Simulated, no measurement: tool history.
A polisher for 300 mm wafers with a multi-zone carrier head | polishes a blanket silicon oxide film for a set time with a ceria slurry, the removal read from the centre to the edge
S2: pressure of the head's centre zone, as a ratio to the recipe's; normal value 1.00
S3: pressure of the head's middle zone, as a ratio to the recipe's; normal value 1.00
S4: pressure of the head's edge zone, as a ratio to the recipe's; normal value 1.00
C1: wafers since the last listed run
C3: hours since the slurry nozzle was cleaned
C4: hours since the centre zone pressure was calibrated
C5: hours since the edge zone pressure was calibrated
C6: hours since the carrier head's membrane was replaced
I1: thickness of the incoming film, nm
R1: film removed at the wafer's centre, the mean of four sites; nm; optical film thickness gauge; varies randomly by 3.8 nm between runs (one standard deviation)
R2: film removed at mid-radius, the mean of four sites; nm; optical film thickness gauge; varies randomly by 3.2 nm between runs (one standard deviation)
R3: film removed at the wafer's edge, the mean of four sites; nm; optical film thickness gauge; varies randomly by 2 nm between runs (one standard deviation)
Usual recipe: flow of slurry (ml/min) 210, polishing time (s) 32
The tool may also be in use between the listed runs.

Run 1, hour 0.0: usual settings; C1 0; wafers polished on this pad 554; C3 764.7; C4 848.7; C5 1104.1; C6 966.5; I1 815.8. Result: R1 293.3 nm, R2 300.5 nm, R3 294.4 nm.
At hour 28.9: slurry nozzle cleaned.
Run 2, hour 33.0: usual settings; C1 277; wafers polished on this pad 832; C3 4.1; C4 881.7; C5 1137.1; C6 999.5; I1 806.4. Result: R1 294.5 nm, R2 296.6 nm, R3 296.3 nm.
Run 3, hour 75.3: usual settings but flow of slurry (ml/min) 140; C1 367; wafers polished on this pad 1199; C3 46.4; C4 924.0; C5 1179.4; C6 1041.8; I1 831.0. Result: R1 274.0 nm, R2 266.8 nm, R3 277.7 nm.
At hour 96.6: centre zone pressure recalibrated.
Run 4, hour 101.7: usual settings; C1 211; wafers polished on this pad 1411; C3 72.8; C4 5.1; C5 1205.8; C6 1068.2; I1 814.1. Result: R1 289.5 nm, R2 293.9 nm, R3 287.0 nm.
Run 5, hour 160.0: usual settings but flow of slurry (ml/min) 260, S2 0.91, S3 0.90, S4 1.05; C1 506; wafers polished on this pad 1917; C3 131.1; C4 63.4; C5 1264.1; C6 1126.5; I1 831.7. Result: R1 273.9 nm, R2 277.3 nm, R3 300.3 nm.
Run 6, hour 198.1: usual settings; C1 330; wafers polished on this pad 2248; C3 169.2; C4 101.5; C5 1302.2; C6 1164.6; I1 822.8. Result: R1 287.2 nm, R2 285.9 nm, R3 284.9 nm.
Run 7, hour 232.1: usual settings but flow of slurry (ml/min) 175, S2 0.93, S3 1.03; C1 295; wafers polished on this pad 2543; C3 203.2; C4 135.5; C5 1336.2; C6 1198.6; I1 821.4. Result: R1 254.6 nm, R2 277.1 nm, R3 277.2 nm.
Run 8, hour 280.0: usual settings but flow of slurry (ml/min) 270, S2 0.95, S3 1.07, polishing time (s) 27; C1 415; wafers polished on this pad 2959; C3 251.1; C4 183.4; C5 1384.1; C6 1246.5; I1 823.7. Result: R1 229.7 nm, R2 255.1 nm, R3 237.9 nm.
At hour 341.6: edge zone pressure recalibrated.
At hour 342.8: worn pad replaced by a new one.
Run 9, hour 345.6: usual settings; C1 541; wafers polished on this pad 23; C3 316.7; C4 249.0; C5 4.0; C6 1312.1; I1 812.6. Result: R1 292.8 nm, R2 302.1 nm, R3 295.9 nm.
Run 10, hour 399.7: usual settings but S2 1.03, S3 1.07; C1 469; wafers polished on this pad 493; C3 370.8; C4 303.1; C5 58.1; C6 1366.2; I1 834.4. Result: R1 304.9 nm, R2 313.4 nm, R3 300.1 nm.
Run 11, hour 430.0: usual settings but flow of slurry (ml/min) 175, S2 0.88; C1 263; wafers polished on this pad 756; C3 401.1; C4 333.4; C5 88.4; C6 1396.5; I1 820.8. Result: R1 257.8 nm, R2 289.9 nm, R3 293.1 nm.
At hour 466.3: carrier head's membrane replaced by a new one.
Run 12, hour 490.4: usual settings; C1 480; wafers polished on this pad 1237; C3 461.5; C4 393.8; C5 148.8; C6 24.1; I1 825.9. Result: R1 288.4 nm, R2 295.6 nm, R3 290.9 nm.
Run 13, hour 549.7: usual settings but S2 1.10, polishing time (s) 38; C1 514; wafers polished on this pad 1752; C3 520.8; C4 453.1; C5 208.1; C6 83.4; I1 801.8. Result: R1 377.7 nm, R2 345.3 nm, R3 344.1 nm.
Run 14, hour 604.2: usual settings but S4 1.08, polishing time (s) 37; C1 473; wafers polished on this pad 2225; C3 575.3; C4 507.6; C5 262.6; C6 137.9; I1 835.9. Result: R1 327.2 nm, R2 331.1 nm, R3 343.2 nm.
Run 15, hour 668.7: usual settings but flow of slurry (ml/min) 160, S3 0.91, S4 0.94, polishing time (s) 24; C1 559; wafers polished on this pad 2785; C3 639.8; C4 572.1; C5 327.1; C6 202.4; I1 822.4. Result: R1 197.2 nm, R2 189.8 nm, R3 198.4 nm.
Run 16, hour 711.9: usual settings but S2 1.07; C1 374; wafers polished on this pad 3160; C3 683.0; C4 615.3; C5 370.3; C6 245.6; I1 814.7. Result: R1 291.9 nm, R2 269.5 nm, R3 277.5 nm.
Run 17, hour 744.8: usual settings but S3 1.04, S4 0.92, polishing time (s) 22; C1 285; wafers polished on this pad 3445; C3 715.9; C4 648.2; C5 403.2; C6 278.5; I1 813.1. Result: R1 185.5 nm, R2 194.5 nm, R3 178.3 nm.
Run 18, hour 786.7: usual settings; C1 363; wafers polished on this pad 3809; C3 757.8; C4 690.1; C5 445.1; C6 320.4; I1 827.6. Result: R1 260.8 nm, R2 263.8 nm, R3 267.7 nm.
Run 19, hour 829.0: usual settings but flow of slurry (ml/min) 180, S2 1.09, S3 0.89, polishing time (s) 28; C1 367; wafers polished on this pad 4176; C3 800.1; C4 732.4; C5 487.4; C6 362.7; I1 823.8. Result: R1 235.2 nm, R2 206.9 nm, R3 222.6 nm.
At hour 853.6: worn pad replaced by a new one.
At hour 874.9: slurry nozzle cleaned.
Run 20, hour 881.0: usual settings but flow of slurry (ml/min) 230, S2 1.09, S3 1.09, polishing time (s) 22; C1 407; wafers polished on this pad 229; C3 6.1; C4 784.4; C5 539.4; C6 414.7; I1 828.2. Result: R1 226.7 nm, R2 219.0 nm, R3 206.1 nm.
Run 21, hour 967.2: usual settings but flow of slurry (ml/min) 250, S2 1.06, S4 1.06; C1 748; wafers polished on this pad 977; C3 92.3; C4 870.6; C5 625.6; C6 500.9; I1 817.2. Result: R1 319.5 nm, R2 308.4 nm, R3 308.6 nm.
Run 22, hour 1004.0: usual settings but flow of slurry (ml/min) 260, S2 0.89, S3 1.10, polishing time (s) 27; C1 319; wafers polished on this pad 1297; C3 129.1; C4 907.4; C5 662.4; C6 537.7; I1 812.2. Result: R1 227.6 nm, R2 277.2 nm, R3 254.3 nm.

Below are 4 alternative next runs, each starting from the tool's condition after run 22. Predict each:
Run A, hour 1004.4: usual settings; C1 3; wafers polished on this pad 1300; C3 129.5; C4 907.8; C5 662.8; C6 538.1; I1 836.0. Result: R1 ?, R2 ?, R3 ?.
Run B, hour 1004.4: usual settings but S2 0.95; C1 3; wafers polished on this pad 1300; C3 129.5; C4 907.8; C5 662.8; C6 538.1; I1 836.0. Result: R1 ?, R2 ?, R3 ?.
Run C, hour 1004.4: usual settings but S2 0.94; C1 3; wafers polished on this pad 1300; C3 129.5; C4 907.8; C5 662.8; C6 538.1; I1 836.0. Result: R1 ?, R2 ?, R3 ?.
Run D, hour 1004.4: usual settings but S2 1.09, polishing time (s) 22; C1 3; wafers polished on this pad 1300; C3 129.5; C4 907.8; C5 662.8; C6 538.1; I1 836.0. Result: R1 ?, R2 ?, R3 ?.

run     R1     R2     R3
  A  300.3  293.6  290.9
  B  286.9  293.7  290.9
  C  284.2  293.7  290.9
  D  223.1  201.8  200.0
With the hidden condition removed and each run's random variation left untouched, the same runs would have given:
run     R1     R2     R3
  A  305.6  298.8  296.0
  B  291.9  298.9  296.0
  C  289.2  298.9  296.0
  D  227.0  205.3  203.5

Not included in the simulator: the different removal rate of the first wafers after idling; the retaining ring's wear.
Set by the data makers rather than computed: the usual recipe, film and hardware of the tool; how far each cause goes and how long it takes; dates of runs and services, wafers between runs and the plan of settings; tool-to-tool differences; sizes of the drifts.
